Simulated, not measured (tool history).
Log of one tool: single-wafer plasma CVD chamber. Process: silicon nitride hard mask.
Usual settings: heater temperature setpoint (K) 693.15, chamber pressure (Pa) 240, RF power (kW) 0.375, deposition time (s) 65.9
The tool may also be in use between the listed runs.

run    hour  heater temperature setpoint (K)  chamber pressure (Pa)  RF power (kW)  deposition time (s)  wafers since the last listed run  hours since the last thermocouple change  hours since the last RF generator calibration  hours since the last manometer calibration  hours since the showerhead was replaced  hours since the gauge calibration  read-back reference wafer on the same gauge, thickness_nm  mean film thickness on the monitor wafer (angstrom)
  1       0                           693.15                    240          0.375                 65.9                                 0                                     974.7                                          595.5                                       408.9                                     1556                             1814.2                                                     87.144                                               887.36
      220.9  -- thermocouple changed; heater temperature recalibrated
  2   258.6                           693.15                    240          0.375                 65.9                              5061                                      37.7                                          854.1                                       667.5                                   1814.6                             2072.8                                                     87.138                                                882.9
  3   307.2                           693.15                    240          0.375                 65.9                               981                                      86.3                                          902.7                                       716.1                                   1863.2                             2121.4                                                     87.088                                               883.74
  4   388.2                           701.15                    240          0.375                 65.9                              1636                                     167.3                                          983.7                                       797.1                                   1944.2                             2202.4                                                     87.116                                               875.81
  5     487                           693.15                    240          0.375                 65.9                              1995                                     266.1                                         1082.5                                       895.9                                     2043                             2301.2                                                     87.083                                               883.83
  6   548.9                           693.15                    240          0.375                 65.9                              1250                                       328                                         1144.4                                       957.8                                   2104.9                             2363.1                                                     87.089                                                875.7
  7   613.3                           693.15                    240          0.375                 65.9                              1300                                     392.4                                         1208.8                                      1022.2                                   2169.3                             2427.5                                                     87.057                                               880.39
  8   669.7                           693.15                    240          0.375                 65.9                              1139                                     448.8                                         1265.2                                      1078.6                                   2225.7                             2483.9                                                     87.111                                               877.42
  9   711.7                           693.15                    240          0.375                 65.9                               848                                     490.8                                         1307.2                                      1120.6                                   2267.7                             2525.9                                                     87.075                                               879.75
 10     763                           693.15                    240           0.35                 65.9                              1036                                     542.1                                         1358.5                                      1171.9                                     2319                             2577.2                                                     87.004                                               818.52
      790.3  -- capacitance manometer re-zeroed and calibrated
 11   837.2                           693.15                    240           0.35                 65.9                              1337                                     616.3                                         1432.7                                        46.9                                   2393.2                             2651.4                                                      87.06                                               839.76
 12     916                           693.15                    240           0.35                 65.9                              1591                                     695.1                                         1511.5                                       125.7                                     2472                             2730.2                                                     87.134                                               835.39
 13  1227.7                           693.15                    240          0.375                 65.9                              6296                                    1006.8                                         1823.2                                       437.4                                   2783.7                             3041.9                                                     87.201                                               891.59
       1269  -- RF generator calibrated
 14  1310.6                           693.15                    240           0.43                 65.9                              1512                                    1089.7                                           41.6                                       520.3                                   2866.6                             3124.8                                                     87.165                                               999.71
 15  1366.5                           704.15                    240          0.355                 65.9                              1129                                    1145.6                                           97.5                                       576.2                                   2922.5                             3180.7                                                     87.043                                                836.7
 16  1438.6                           693.15                    240          0.375                 65.9                              1456                                    1217.7                                          169.6                                       648.3                                   2994.6                             3252.8                                                     87.087                                               883.87
     1502.4  -- thermocouple changed; heater temperature recalibrated
 17  1528.2                           684.15                    240          0.375                 57.4                              1648                                      25.8                                          259.2                                       737.9                                   3084.2                             3342.4                                                     87.008                                               774.22
 18  1587.5                           693.15                    240          0.375                 65.9                              1197                                      85.1                                          318.5                                       797.2                                   3143.5                             3401.7                                                     86.942                                               882.18
     1591.9  -- gauge calibrated
 19  1888.6                           697.15                    240          0.375                 65.9                              6082                                     386.2                                          619.6                                      1098.3                                   3444.6                              296.7                                                     87.208                                               881.63
     1904.8  -- capacitance manometer re-zeroed and calibrated
 20  1980.6                           693.15                    240           0.44                 69.5                              1696                                     478.2                                          711.6                                        75.8                                   3536.6                              388.7                                                      87.07                                              1089.36
     2020.9  -- showerhead replaced
 21  2060.9                           693.15                    240          0.375                 65.9                              1460                                     558.5                                          791.9                                       156.1                                       40                                469                                                     87.166                                               899.19
 22    2101                           693.15                    204          0.435                 65.9                               809                                     598.6                                            832                                       196.2                                     80.1                              509.1                                                     87.127                                               950.92
 23  2208.6                           693.15                    215           0.35                 77.4                              2173                                     706.2                                          939.6                                       303.8                                    187.7                              616.7                                                     87.054                                               931.19

The next listed run, before its measurement:
 24  2245.7                           693.15                    240          0.375                 65.9                               749                                     743.3                                          976.7                                       340.9                                    224.8                              653.8                                                          ?                                                    ?

Run 24 gave read-back reference wafer on the same gauge, thickness_nm 87.125, mean film thickness on the monitor wafer (angstrom) 894.19.
Without the tool's hidden state the same run would have given mean film thickness on the monitor wafer (angstrom) 906.22.
